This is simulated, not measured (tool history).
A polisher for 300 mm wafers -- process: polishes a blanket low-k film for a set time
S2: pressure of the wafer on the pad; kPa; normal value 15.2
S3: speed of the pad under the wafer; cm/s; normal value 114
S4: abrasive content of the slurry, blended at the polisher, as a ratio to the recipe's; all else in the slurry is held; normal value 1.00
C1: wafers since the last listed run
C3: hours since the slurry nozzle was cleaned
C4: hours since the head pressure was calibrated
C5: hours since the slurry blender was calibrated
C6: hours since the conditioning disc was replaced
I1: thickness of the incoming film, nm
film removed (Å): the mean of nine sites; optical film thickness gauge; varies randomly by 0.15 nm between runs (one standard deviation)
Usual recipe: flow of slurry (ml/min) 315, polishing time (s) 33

Run 1, hour 0.0: usual settings but flow of slurry (ml/min) 230; C1 0; wafers polished on this pad 2343; C3 397.4; C4 141.3; C5 286.2; C6 40.4; I1 536.9. Result: film removed (Å) 189.
At hour 69.6: slurry nozzle cleaned.
Run 2, hour 70.8: usual settings but flow of slurry (ml/min) 230; C1 524; wafers polished on this pad 2867; C3 1.2; C4 212.1; C5 357.0; C6 111.2; I1 539.5. Result: film removed (Å) 190.
At hour 124.3: worn pad replaced by a new one.
Run 3, hour 172.0: usual settings but S2 17.2 kPa, S4 1.25; C1 730; wafers polished on this pad 358; C3 102.4; C4 313.3; C5 458.2; C6 212.4; I1 538.3. Result: film removed (Å) 225.
At hour 177.0: slurry blender recalibrated.
Run 4, hour 279.3: usual settings but S2 17.2 kPa, S4 1.25; C1 790; wafers polished on this pad 1149; C3 209.7; C4 420.6; C5 102.3; C6 319.7; I1 539.2. Result: film removed (Å) 222.
Run 5, hour 343.1: usual settings but S2 17.2 kPa, S4 1.25; C1 479; wafers polished on this pad 1628; C3 273.5; C4 484.4; C5 166.1; C6 383.5; I1 536.2. Result: film removed (Å) 220.
Run 6, hour 439.4: usual settings but S4 0.80; C1 723; wafers polished on this pad 2351; C3 369.8; C4 580.7; C5 262.4; C6 479.8; I1 547.8. Result: film removed (Å) 172.
At hour 441.5: slurry nozzle cleaned.
At hour 486.4: conditioning disc replaced and pad reconditioned.
Run 7, hour 493.0: usual settings but S4 0.80; C1 380; wafers polished on this pad 2731; C3 51.5; C4 634.3; C5 316.0; C6 6.6; I1 535.1. Result: film removed (Å) 169.
At hour 512.5: worn pad replaced by a new one.
Run 8, hour 537.7: usual settings but S4 0.80; C1 305; wafers polished on this pad 189; C3 96.2; C4 679.0; C5 360.7; C6 51.3; I1 547.0. Result: film removed (Å) 169.
Run 9, hour 597.4: usual settings but S2 17.9 kPa; C1 448; wafers polished on this pad 638; C3 155.9; C4 738.7; C5 420.4; C6 111.0; I1 536.9. Result: film removed (Å) 208.
At hour 623.4: slurry blender recalibrated.
Run 10, hour 651.5: usual settings but S2 17.9 kPa; C1 391; wafers polished on this pad 1029; C3 210.0; C4 792.8; C5 28.1; C6 165.1; I1 543.3. Result: film removed (Å) 206.
Run 11, hour 704.8: usual settings but S2 17.9 kPa; C1 400; wafers polished on this pad 1429; C3 263.3; C4 846.1; C5 81.4; C6 218.4; I1 539.5. Result: film removed (Å) 207.
Run 12, hour 801.9: usual settings but S3 150 cm/s; C1 729; wafers polished on this pad 2159; C3 360.4; C4 943.2; C5 178.5; C6 315.5; I1 541.8. Result: film removed (Å) 228.
At hour 833.6: slurry nozzle cleaned.
At hour 864.8: head pressure recalibrated.
Run 13, hour 894.1: usual settings but S2 18.6 kPa, S3 132 cm/s, S4 1.20; C1 669; wafers polished on this pad 2829; C3 60.5; C4 29.3; C5 270.7; C6 407.7; I1 542.6. Result: film removed (Å) 274.
At hour 952.2: worn pad replaced by a new one.
Run 14, hour 986.4: usual settings but flow of slurry (ml/min) 365, S2 17.9 kPa, S4 0.80, polishing time (s) 40; C1 663; wafers polished on this pad 257; C3 152.8; C4 121.6; C5 363.0; C6 500.0; I1 540.6. Result: film removed (Å) 248.
At hour 1009.5: conditioning disc replaced and pad reconditioned.
At hour 1073.7: slurry blender recalibrated.
Run 15, hour 1080.9: usual settings but flow of slurry (ml/min) 230; C1 679; wafers polished on this pad 936; C3 247.3; C4 216.1; C5 7.2; C6 71.4; I1 540.5. Result: film removed (Å) 190.
Run 16, hour 1186.4: usual settings but flow of slurry (ml/min) 365, S4 1.15; C1 792; wafers polished on this pad 1729; C3 352.8; C4 321.6; C5 112.7; C6 176.9; I1 538.7. Result: film removed (Å) 205.
Run 17, hour 1228.3: usual settings but flow of slurry (ml/min) 375, S3 148 cm/s, S4 1.25; C1 314; wafers polished on this pad 2043; C3 394.7; C4 363.5; C5 154.6; C6 218.8; I1 540.0. Result: film removed (Å) 255.
At hour 1325.6: slurry nozzle cleaned.
Run 18, hour 1359.9: usual settings; C1 980; wafers polished on this pad 3024; C3 34.3; C4 495.1; C5 286.2; C6 350.4; I1 538.0. Result: film removed (Å) 193.
At hour 1392.7: worn pad replaced by a new one.
Run 19, hour 1454.2: usual settings but flow of slurry (ml/min) 365, S4 1.10; C1 678; wafers polished on this pad 462; C3 128.6; C4 589.4; C5 380.5; C6 444.7; I1 542.7. Result: film removed (Å) 199.
At hour 1487.3: conditioning disc replaced and pad reconditioned.
Run 20, hour 1516.4: usual settings; C1 452; wafers polished on this pad 914; C3 190.8; C4 651.6; C5 442.7; C6 29.1; I1 532.1. Result: film removed (Å) 188.
At hour 1554.4: slurry blender recalibrated.
Run 21, hour 1607.8: usual settings but flow of slurry (ml/min) 280; C1 671; wafers polished on this pad 1585; C3 282.2; C4 743.0; C5 53.4; C6 120.5; I1 536.5. Result: film removed (Å) 186.
Run 22, hour 1669.2: usual settings but flow of slurry (ml/min) 230, S2 11.0 kPa, S3 152 cm/s, S4 1.10; C1 461; wafers polished on this pad 2046; C3 343.6; C4 804.4; C5 114.8; C6 181.9; I1 551.9. Result: film removed (Å) 197.
At hour 1735.8: slurry nozzle cleaned.
Run 23, hour 1740.0: usual settings; C1 524; wafers polished on this pad 2571; C3 4.2; C4 875.2; C5 185.6; C6 252.7; I1 538.3. Result: film removed (Å) 186.
Run 24, hour 1780.5: usual settings but flow of slurry (ml/min) 210, polishing time (s) 41; C1 304; wafers polished on this pad 2875; C3 44.7; C4 915.7; C5 226.1; C6 293.2; I1 542.5. Result: film removed (Å) 224.
Run 25, hour 1835.1: usual settings but S2 20.7 kPa, polishing time (s) 23; C1 410; wafers polished on this pad 3285; C3 99.3; C4 970.3; C5 280.7; C6 347.8; I1 543.4. Result: film removed (Å) 160.
At hour 1859.4: worn pad replaced by a new one.
At hour 1914.9: conditioning disc replaced and pad reconditioned.
Run 26, hour 1941.2: usual settings but flow of slurry (ml/min) 380, S3 130 cm/s, polishing time (s) 39; C1 751; wafers polished on this pad 599; C3 205.4; C4 1076.4; C5 386.8; C6 26.3; I1 548.5. Result: film removed (Å) 245.

3 ways to go on from here, each from the tool as it stands after run 26. What would each give?
Run A, hour 1941.6: usual settings but polishing time (s) 29; C1 3; wafers polished on this pad 602; C3 205.8; C4 1076.8; C5 387.2; C6 26.7; I1 540.2. Result: film removed (Å) ?.
Run B, hour 1941.6: usual settings but polishing time (s) 40; C1 3; wafers polished on this pad 602; C3 205.8; C4 1076.8; C5 387.2; C6 26.7; I1 540.2. Result: film removed (Å) ?.
Run C, hour 1941.6: usual settings but flow of slurry (ml/min) 280, S4 0.90; C1 3; wafers polished on this pad 602; C3 205.8; C4 1076.8; C5 387.2; C6 26.7; I1 540.2. Result: film removed (Å) ?.

run  film removed (Å)
  A               162
  B               223
  C               176
Without the tool's hidden state the same runs would have given:
run  film removed (Å)
  A               172
  B               237
  C               187
